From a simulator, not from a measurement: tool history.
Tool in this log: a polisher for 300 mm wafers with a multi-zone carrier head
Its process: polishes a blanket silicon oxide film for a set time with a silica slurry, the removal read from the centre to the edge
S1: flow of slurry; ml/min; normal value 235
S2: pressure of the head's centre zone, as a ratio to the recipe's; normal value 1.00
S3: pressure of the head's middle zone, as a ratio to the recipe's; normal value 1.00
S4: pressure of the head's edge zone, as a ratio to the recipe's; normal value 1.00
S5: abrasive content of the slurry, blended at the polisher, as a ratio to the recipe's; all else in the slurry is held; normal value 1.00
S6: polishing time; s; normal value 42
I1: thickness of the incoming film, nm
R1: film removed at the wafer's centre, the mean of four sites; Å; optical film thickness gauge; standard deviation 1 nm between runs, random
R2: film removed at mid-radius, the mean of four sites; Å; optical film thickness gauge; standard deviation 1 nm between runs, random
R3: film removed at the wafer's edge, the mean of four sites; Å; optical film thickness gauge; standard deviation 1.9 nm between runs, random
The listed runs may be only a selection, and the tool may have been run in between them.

run,day,S1,S2,S3,S4,S5,S6,I1,R1,R2,R3
1,0.000,235,1.00,1.00,1.07,1.00,34,1189.5,1207,1213,1284
2,0.529,235,1.00,1.00,1.07,1.00,34,1186.7,1194,1206,1270
3,0.792,235,1.00,1.00,1.00,1.00,45,1174.6,1576,1592,1591
4,1.483,235,1.00,1.00,1.00,1.00,45,1183.8,1540,1547,1606
# day 2.162: worn pad replaced by a new one
5,2.217,235,0.94,1.05,1.00,1.00,42,1191.0,1257,1365,1357
# day 2.771: centre zone pressure recalibrated
6,2.967,235,0.94,1.05,1.00,1.00,42,1195.9,1237,1366,1356
7,3.492,235,0.94,1.05,1.00,1.00,42,1182.2,1208,1349,1358
8,3.817,235,1.00,1.00,1.00,1.00,42,1173.9,1293,1304,1328
# day 4.092: worn pad replaced by a new one, repeated, since the last time left the tool worse
9,4.179,235,1.00,1.00,1.00,1.00,42,1184.6,1515,1511,1548
10,4.700,185,1.00,1.00,1.00,1.20,52,1200.6,1966,1956,2008
11,5.121,285,0.89,0.95,1.00,1.00,29,1170.8,925,1005,1088
# day 5.283: slurry nozzle cleaned
12,5.508,300,1.00,1.00,1.00,0.75,42,1194.0,1299,1289,1354
13,6.254,235,1.00,1.00,1.00,1.00,42,1188.0,1443,1458,1500
14,6.792,235,1.00,1.00,1.00,1.25,37,1173.8,1382,1394,1406
# day 7.112: worn pad replaced by a new one
# day 7.158: carrier head's membrane replaced by a new one
15,7.275,260,0.88,1.00,1.08,1.00,42,1190.5,1329,1519,1591
# day 7.433: edge zone pressure recalibrated
16,7.662,235,1.00,1.00,0.94,1.00,33,1180.4,1174,1162,1155
17,8.308,235,1.00,1.00,1.00,1.00,42,1207.3,1466,1472,1509
18,8.658,235,0.94,1.05,1.00,1.00,42,1193.3,1383,1530,1481
19,9.033,180,1.00,1.00,1.00,0.90,55,1206.0,1772,1772,1798
20,9.304,235,1.00,1.00,1.00,1.00,42,1209.2,1443,1428,1477
21,10.421,235,1.00,1.00,0.94,1.25,42,1181.7,1550,1550,1563

Here are 4 independent what-if runs from the current tool condition. What would each one return?
A,10.438,235,1.00,1.00,1.00,1.00,42,1201.3,?,?,?
B,10.438,235,1.00,1.00,0.96,1.00,42,1201.3,?,?,?
C,10.438,235,1.00,1.00,1.00,1.00,36,1201.3,?,?,?
D,10.438,205,1.00,0.96,1.00,1.00,42,1201.3,?,?,?

run,R1,R2,R3
A,1382,1401,1405
B,1382,1401,1378
C,1184,1200,1205
D,1361,1339,1392
The same runs, with their run-to-run variation unchanged, on a tool lacking any hidden condition would have given:
run,R1,R2,R3
A,1498,1518,1524
B,1498,1519,1494
C,1284,1301,1306
D,1476,1452,1510

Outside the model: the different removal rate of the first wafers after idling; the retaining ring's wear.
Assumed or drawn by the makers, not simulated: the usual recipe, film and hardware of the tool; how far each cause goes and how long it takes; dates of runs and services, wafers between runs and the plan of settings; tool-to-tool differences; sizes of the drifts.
